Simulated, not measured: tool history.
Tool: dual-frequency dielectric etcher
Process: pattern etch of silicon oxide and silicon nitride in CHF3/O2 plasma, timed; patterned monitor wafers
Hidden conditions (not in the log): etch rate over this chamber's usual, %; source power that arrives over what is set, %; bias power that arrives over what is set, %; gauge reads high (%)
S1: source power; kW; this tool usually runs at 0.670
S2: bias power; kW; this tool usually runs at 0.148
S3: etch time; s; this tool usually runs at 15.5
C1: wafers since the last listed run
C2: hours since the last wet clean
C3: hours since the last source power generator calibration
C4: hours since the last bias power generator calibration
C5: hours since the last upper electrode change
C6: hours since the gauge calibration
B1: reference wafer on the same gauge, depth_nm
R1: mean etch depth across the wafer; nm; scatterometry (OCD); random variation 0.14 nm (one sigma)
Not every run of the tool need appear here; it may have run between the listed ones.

| run | hour | S1 | S2 | S3 | C1 | C2 | C3 | C4 | C5 | C6 | B1 | R1 |
|---|---|---|---|---|---|---|---|---|---|---|---|---|
| 1 | 0.0 | 0.670 | 0.148 | 15.5 | 0 | 24.5 | 3900.5 | 3952.9 | 3789.4 | 963.7 | 25.40 | 21.19 |
| 2 | 25.5 | 0.670 | 0.148 | 15.5 | 460 | 50.0 | 3926.0 | 3978.4 | 3814.9 | 989.2 | 25.37 | 20.98 |
| 3 | 116.8 | 0.670 | 0.148 | 15.5 | 1649 | 141.3 | 4017.3 | 4069.7 | 3906.2 | 1080.5 | 25.45 | 21.25 |
| 4 | 161.0 | 0.770 | 0.148 | 15.5 | 798 | 185.5 | 4061.5 | 4113.9 | 3950.4 | 1124.7 | 25.38 | 22.73 |
| 5 | 194.6 | 0.770 | 0.148 | 15.5 | 607 | 219.1 | 4095.1 | 4147.5 | 3984.0 | 1158.3 | 25.41 | 22.25 |
|  | 220.8 | gauge calibrated |
| 6 | 225.7 | 0.770 | 0.148 | 15.5 | 561 | 250.2 | 4126.2 | 4178.6 | 4015.1 | 4.9 | 25.40 | 22.21 |
|  | 309.1 | upper electrode replaced |
|  | 343.0 | wet clean of the chamber |
| 7 | 358.6 | 0.670 | 0.148 | 15.5 | 1533 | 15.6 | 4259.1 | 4311.5 | 49.5 | 137.8 | 25.46 | 21.60 |
| 8 | 417.4 | 0.670 | 0.148 | 15.5 | 1062 | 74.4 | 4317.9 | 4370.3 | 108.3 | 196.6 | 25.42 | 21.07 |
| 9 | 457.7 | 0.670 | 0.148 | 15.5 | 728 | 114.7 | 4358.2 | 4410.6 | 148.6 | 236.9 | 25.47 | 21.15 |
|  | 477.0 | bias power generator calibrated |
| 10 | 506.1 | 0.670 | 0.123 | 15.5 | 802 | 163.1 | 4406.6 | 29.1 | 197.0 | 285.3 | 25.41 | 19.49 |
| 11 | 551.4 | 0.670 | 0.148 | 15.5 | 818 | 208.4 | 4451.9 | 74.4 | 242.3 | 330.6 | 25.42 | 21.07 |
| 12 | 588.8 | 0.760 | 0.148 | 20.0 | 675 | 245.8 | 4489.3 | 111.8 | 279.7 | 368.0 | 25.44 | 28.73 |
| 13 | 614.5 | 0.670 | 0.148 | 13.0 | 464 | 271.5 | 4515.0 | 137.5 | 305.4 | 393.7 | 25.44 | 17.57 |
| 14 | 657.2 | 0.670 | 0.148 | 15.5 | 771 | 314.2 | 4557.7 | 180.2 | 348.1 | 436.4 | 25.46 | 20.88 |
|  | 709.1 | wet clean of the chamber |
| 15 | 709.6 | 0.610 | 0.180 | 14.5 | 513 | 0.5 | 4610.1 | 232.6 | 400.5 | 488.8 | 25.36 | 20.96 |
| 16 | 743.4 | 0.520 | 0.148 | 15.5 | 610 | 34.3 | 4643.9 | 266.4 | 434.3 | 522.6 | 25.42 | 18.61 |
|  | 889.1 | source power generator calibrated |
| 17 | 953.2 | 0.670 | 0.161 | 15.5 | 3717 | 244.1 | 64.1 | 476.2 | 644.1 | 732.4 | 25.42 | 22.01 |
| 18 | 988.7 | 0.670 | 0.179 | 13.5 | 641 | 279.6 | 99.6 | 511.7 | 679.6 | 767.9 | 25.51 | 19.73 |
| 19 | 1024.7 | 0.670 | 0.112 | 14.0 | 650 | 315.6 | 135.6 | 547.7 | 715.6 | 803.9 | 25.40 | 16.76 |
| 20 | 1050.7 | 0.770 | 0.171 | 18.5 | 469 | 341.6 | 161.6 | 573.7 | 741.6 | 829.9 | 25.38 | 28.16 |
|  | 1088.7 | wet clean of the chamber |
| 21 | 1089.2 | 0.800 | 0.148 | 13.0 | 261 | 0.5 | 200.1 | 612.2 | 780.1 | 868.4 | 25.41 | 20.13 |
| 22 | 1149.6 | 0.590 | 0.131 | 18.5 | 1091 | 60.9 | 260.5 | 672.6 | 840.5 | 928.8 | 25.42 | 22.95 |
| 23 | 1193.1 | 0.800 | 0.148 | 13.0 | 785 | 104.4 | 304.0 | 716.1 | 884.0 | 972.3 | 25.40 | 19.81 |
| 24 | 1221.8 | 0.830 | 0.170 | 19.0 | 518 | 133.1 | 332.7 | 744.8 | 912.7 | 1001.0 | 25.50 | 31.27 |
| 25 | 1266.1 | 0.670 | 0.148 | 18.5 | 800 | 177.4 | 377.0 | 789.1 | 957.0 | 1045.3 | 25.44 | 25.71 |
| 26 | 1305.8 | 0.670 | 0.177 | 13.0 | 717 | 217.1 | 416.7 | 828.8 | 996.7 | 1085.0 | 25.30 | 19.21 |
| 27 | 1358.4 | 0.670 | 0.148 | 15.5 | 950 | 269.7 | 469.3 | 881.4 | 1049.3 | 1137.6 | 25.37 | 21.12 |
| 28 | 1406.3 | 0.770 | 0.116 | 17.5 | 865 | 317.6 | 517.2 | 929.3 | 1097.2 | 1185.5 | 25.39 | 22.99 |

Each row is a separate what-if for the run after 28, all from the same tool condition, not one after another. Results?
| A | 1406.7 | 0.670 | 0.148 | 15.5 | 7 | 318.0 | 517.6 | 929.7 | 1097.6 | 1185.9 | ? | ? |
| B | 1406.7 | 0.620 | 0.181 | 15.5 | 7 | 318.0 | 517.6 | 929.7 | 1097.6 | 1185.9 | ? | ? |
| C | 1406.7 | 0.790 | 0.117 | 13.0 | 7 | 318.0 | 517.6 | 929.7 | 1097.6 | 1185.9 | ? | ? |
| D | 1406.7 | 0.770 | 0.139 | 13.0 | 7 | 318.0 | 517.6 | 929.7 | 1097.6 | 1185.9 | ? | ? |
| E | 1406.7 | 0.550 | 0.172 | 15.5 | 7 | 318.0 | 517.6 | 929.7 | 1097.6 | 1185.9 | ? | ? |

| run | B1 | R1 |
|---|---|---|
| A | 25.42 | 20.93 |
| B | 25.42 | 21.76 |
| C | 25.42 | 17.47 |
| D | 25.42 | 18.44 |
| E | 25.42 | 19.89 |
The same runs, with their run-to-run variation unchanged, on a tool lacking any hidden condition would have given:
| run | R1 |
|---|---|
| A | 21.57 |
| B | 22.43 |
| C | 18.00 |
| D | 19.01 |
| E | 20.51 |

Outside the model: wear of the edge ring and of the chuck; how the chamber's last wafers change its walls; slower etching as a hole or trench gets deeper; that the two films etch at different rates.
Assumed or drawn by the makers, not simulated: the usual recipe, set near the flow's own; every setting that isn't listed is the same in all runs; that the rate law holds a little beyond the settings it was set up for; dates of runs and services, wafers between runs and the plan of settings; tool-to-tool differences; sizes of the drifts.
